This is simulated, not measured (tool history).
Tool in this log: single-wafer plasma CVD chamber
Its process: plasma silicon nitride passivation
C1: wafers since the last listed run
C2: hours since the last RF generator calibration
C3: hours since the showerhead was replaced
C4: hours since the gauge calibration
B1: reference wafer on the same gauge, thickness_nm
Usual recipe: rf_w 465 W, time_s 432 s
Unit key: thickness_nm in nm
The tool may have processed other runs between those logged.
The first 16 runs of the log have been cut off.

-- hour=239.4 gauge calibrated
run 17 hour=239.8 | rf_w=515 time_s=432 | C1=18 C2=2518.0 C3=28.8 C4=0.4 | B1=707.763 | thickness_nm=624.078
run 18 hour=247.6 | rf_w=520 time_s=488 | C1=21 C2=2525.8 C3=36.6 C4=8.2 | B1=707.538 | thickness_nm=702.613
run 19 hour=254.9 | rf_w=520 time_s=488 | C1=20 C2=2533.1 C3=43.9 C4=15.5 | B1=710.666 | thickness_nm=698.715
-- hour=266.6 RF generator calibrated
run 20 hour=267.2 | rf_w=500 time_s=432 | C1=11 C2=0.6 C3=56.2 C4=27.8 | B1=708.322 | thickness_nm=612.106
run 21 hour=281.8 | rf_w=465 time_s=432 | C1=40 C2=15.2 C3=70.8 C4=42.4 | B1=711.313 | thickness_nm=599.736
run 22 hour=296.7 | rf_w=465 time_s=462 | C1=41 C2=30.1 C3=85.7 C4=57.3 | B1=709.255 | thickness_nm=644.765
run 23 hour=309.6 | rf_w=465 time_s=432 | C1=35 C2=43.0 C3=98.6 C4=70.2 | B1=708.608 | thickness_nm=608.206
run 24 hour=325.5 | rf_w=465 time_s=512 | C1=44 C2=58.9 C3=114.5 C4=86.1 | B1=708.972 | thickness_nm=720.371
run 25 hour=363.7 | rf_w=495 time_s=364 | C1=106 C2=97.1 C3=152.7 C4=124.3 | B1=709.764 | thickness_nm=518.087
run 26 hour=380.3 | rf_w=420 time_s=378 | C1=46 C2=113.7 C3=169.3 C4=140.9 | B1=709.572 | thickness_nm=516.371
run 27 hour=395.0 | rf_w=540 time_s=511 | C1=40 C2=128.4 C3=184.0 C4=155.6 | B1=708.363 | thickness_nm=742.259
run 28 hour=409.4 | rf_w=435 time_s=513 | C1=40 C2=142.8 C3=198.4 C4=170.0 | B1=709.404 | thickness_nm=701.632
run 29 hour=416.3 | rf_w=555 time_s=432 | C1=19 C2=149.7 C3=205.3 C4=176.9 | B1=709.453 | thickness_nm=633.670
run 30 hour=423.7 | rf_w=435 time_s=432 | C1=20 C2=157.1 C3=212.7 C4=184.3 | B1=708.765 | thickness_nm=595.161
run 31 hour=436.8 | rf_w=520 time_s=362 | C1=36 C2=170.2 C3=225.8 C4=197.4 | B1=708.021 | thickness_nm=521.966
run 32 hour=450.8 | rf_w=440 time_s=363 | C1=38 C2=184.2 C3=239.8 C4=211.4 | B1=708.621 | thickness_nm=503.307
run 33 hour=468.1 | rf_w=490 time_s=432 | C1=48 C2=201.5 C3=257.1 C4=228.7 | B1=708.377 | thickness_nm=608.831
run 34 hour=482.7 | rf_w=465 time_s=432 | C1=40 C2=216.1 C3=271.7 C4=243.3 | B1=708.733 | thickness_nm=597.492
run 35 hour=495.7 | rf_w=400 time_s=352 | C1=36 C2=229.1 C3=284.7 C4=256.3 | B1=708.642 | thickness_nm=471.355
run 36 hour=503.2 | rf_w=525 time_s=408 | C1=20 C2=236.6 C3=292.2 C4=263.8 | B1=707.375 | thickness_nm=585.244
run 37 hour=513.5 | rf_w=550 time_s=432 | C1=28 C2=246.9 C3=302.5 C4=274.1 | B1=709.138 | thickness_nm=634.650
run 38 hour=526.6 | rf_w=410 time_s=432 | C1=36 C2=260.0 C3=315.6 C4=287.2 | B1=707.355 | thickness_nm=580.831

4 ways to go on from here, each from the tool as it stands after run 38. What would each give?
run A hour=527.1 | rf_w=465 time_s=432 | C1=1 C2=260.5 C3=316.1 C4=287.7 | B1=? | thickness_nm=?
run B hour=527.1 | rf_w=495 time_s=391 | C1=1 C2=260.5 C3=316.1 C4=287.7 | B1=? | thickness_nm=?
run C hour=527.1 | rf_w=400 time_s=432 | C1=1 C2=260.5 C3=316.1 C4=287.7 | B1=? | thickness_nm=?
run D hour=527.1 | rf_w=465 time_s=516 | C1=1 C2=260.5 C3=316.1 C4=287.7 | B1=? | thickness_nm=?

run=A B1=708.035 thickness_nm=600.723
run=B B1=708.035 thickness_nm=552.489
run=C B1=708.035 thickness_nm=578.351
run=D B1=708.035 thickness_nm=717.530
With no hidden state in the tool, these same runs would have given:
run=A thickness_nm=600.723
run=B thickness_nm=552.489
run=C thickness_nm=578.351
run=D thickness_nm=717.530
